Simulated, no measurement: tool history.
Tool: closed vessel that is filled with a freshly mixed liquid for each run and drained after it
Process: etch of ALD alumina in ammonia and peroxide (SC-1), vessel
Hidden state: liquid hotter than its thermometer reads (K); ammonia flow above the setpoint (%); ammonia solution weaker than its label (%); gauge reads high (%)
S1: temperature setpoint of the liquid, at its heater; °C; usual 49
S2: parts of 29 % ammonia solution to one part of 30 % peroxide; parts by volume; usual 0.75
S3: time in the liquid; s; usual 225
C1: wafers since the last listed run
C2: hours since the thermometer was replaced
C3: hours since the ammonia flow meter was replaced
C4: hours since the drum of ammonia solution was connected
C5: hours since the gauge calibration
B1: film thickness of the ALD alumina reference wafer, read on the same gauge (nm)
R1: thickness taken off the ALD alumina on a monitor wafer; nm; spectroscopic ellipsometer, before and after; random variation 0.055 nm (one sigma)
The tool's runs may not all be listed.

run    hour    S1    S2   S3     C1      C2     C3     C4      C5      B1     R1
  1       0    49  0.75  225      0  1958.6  536.8   78.1    1980  140.01    8.8
        3.2  -- ammonia flow meter replaced
  2    29.7    43  0.75  225   1850  1988.3   26.5  107.8  2009.7  139.97   6.29
       47.6  -- thermometer replaced
  3    69.6    43  0.75  225   2508      22   66.4  147.7  2049.6  139.97   5.92
  4   116.7    43  0.75  225   3036    69.1  113.5  194.8  2096.7  140.01   5.98
  5     150    49  0.75  225   2147   102.4  146.8  228.1    2130  140.02   8.35
      154.5  -- gauge calibrated
  6   209.4    49  0.75  225   3830   161.8  206.2  287.5    54.9  139.97   8.29
  7   239.8    49  0.75  225   1960   192.2  236.6  317.9    85.3  140.01   8.46
  8   276.3  56.5   0.4  225   2353   228.7  273.1  354.4   121.8  139.97  11.96
  9   346.4  41.5  0.75  225   4519   298.8  343.2  424.5   191.9  140.03    5.5
 10   371.9    49   0.9  330   1644   324.3  368.7    450   217.4  139.95  12.73
 11   398.9    49  0.75  225   1740   351.3  395.7    477   244.4     140   8.49
        426  -- new drum of ammonia solution connected
 12   459.1    49  0.75  340   3817   411.5  455.9   33.1   304.6  139.98  12.86
 13   509.8    49   0.6  225   3269   462.2  506.6   83.8   355.3  139.99   8.32
 14     544    49  0.75  270   2205   496.4  540.8    118   389.5  140.01  10.31
      574.1  -- ammonia flow meter replaced
 15   615.9  45.5  0.75  225   4571   568.3   41.8  189.9   461.4  140.01   6.92
 16   647.8    49  0.75  225   2056   600.2   73.7  221.8   493.3     140   8.41
 17   718.8    49  0.55  225   4577   671.2  144.7  292.8   564.3  140.02   8.28
 18   913.6    58  0.95  285  12560     866  339.5  487.6   759.1  140.01  17.72
        932  -- new drum of ammonia solution connected
 19   969.9    57   0.5  175   3565   922.3  395.8   37.9   815.4  140.01   9.97
 20  1035.5    49  0.75  225   4229   987.9  461.4  103.5     881  139.99   8.56
 21  1084.6  53.5   0.4  225   3165    1037  510.5  152.6   930.1  139.99  10.35
     1117.8  -- ammonia flow meter replaced
 22  1228.1    43  0.45  265   9188  1180.5  110.3  296.1  1073.6  140.04   6.94
 23  1268.5    49  0.75  225   2604  1220.9  150.7  336.5    1114  139.99   8.63
 24  1317.4  57.5  0.45  185   3152  1269.8  199.6  385.4  1162.9  140.05  10.62
 25  1376.2    49  0.75  225   3791  1328.6  258.4  444.2  1221.7  140.03   8.72
 26  1412.3    46  0.75  150   2327  1364.7  294.5  480.3  1257.8  139.97   4.89
 27  1460.4    52  0.75  225   3101  1412.8  342.6  528.4  1305.9  139.99  10.41
 28  1499.3    49  0.75  225   2508  1451.7  381.5  567.3  1344.8  139.98   8.75

Run 29 comes next. What will it give?
     1514.3  -- new drum of ammonia solution connected
 29  1569  49  0.75  225  4429  1521.4  451.2  54.7  1414.5   ?   ?

{"run 29": {"B1": 140.02, "R1": 8.86}}
Without the tool's hidden state the same run would have given R1 8.34 nm.
